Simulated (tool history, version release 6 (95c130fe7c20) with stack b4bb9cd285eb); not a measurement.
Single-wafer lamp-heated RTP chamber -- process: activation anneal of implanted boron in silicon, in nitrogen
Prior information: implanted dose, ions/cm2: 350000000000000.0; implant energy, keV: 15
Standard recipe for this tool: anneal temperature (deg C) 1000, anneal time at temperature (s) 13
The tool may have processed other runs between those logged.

run,hour,anneal temperature (deg C),anneal time at temperature (s),"read-back reference wafer on the same gauge, sheet resistance",sheet resistance of the implanted and annealed layer (ohm/square)
1,0,994,13,376.91,330.43
2,89.1,994,13,377.06,330.34
# hour 175.3: pyrometer window cleaned and pyrometer calibrated
3,181.3,1000,13,376.86,328.41
4,279.5,1000,13,376.87,328.15
5,381.3,1000,13,376.9,327
6,455,1006,9,377.26,326.98
7,532.6,1006,9,377.24,326.52
8,588.9,1000,13,377.09,326.66
# hour 637.2: gauge calibrated
9,661.8,1000,13,376.91,327.02
# hour 682: pyrometer window cleaned and pyrometer calibrated
10,765,1000,13,376.87,326.76
11,812.8,1017,9,377.01,325.13
# hour 863.6: reflector plate cleaned
12,895.9,977,18,376.76,343.1
13,987,1000,13,377.02,326.96
14,1041.2,984,13,376.92,337.92
15,1148.8,1000,13,376.96,329.11
16,1214.4,1023,17,376.92,321.79
17,1251.1,976,18,376.8,343.38
# hour 1261.5: pyrometer window cleaned and pyrometer calibrated
18,1355.5,1000,13,377.02,327.48
19,1460.4,983,13,377.12,336.5
20,1522.9,1024,8,376.96,324.23
21,1600.6,1000,13,377.02,327.23

Run 22 is up next; what results do you expect?
22,1677,1000,19,?,?

Run 22 yielded read-back reference wafer on the same gauge, sheet resistance 377.01, sheet resistance of the implanted and annealed layer (ohm/square) 326.6.
Take away the tool's hidden state, keep the run-to-run variation as it was, and the same run would have given sheet resistance of the implanted and annealed layer (ohm/square) 327.95.

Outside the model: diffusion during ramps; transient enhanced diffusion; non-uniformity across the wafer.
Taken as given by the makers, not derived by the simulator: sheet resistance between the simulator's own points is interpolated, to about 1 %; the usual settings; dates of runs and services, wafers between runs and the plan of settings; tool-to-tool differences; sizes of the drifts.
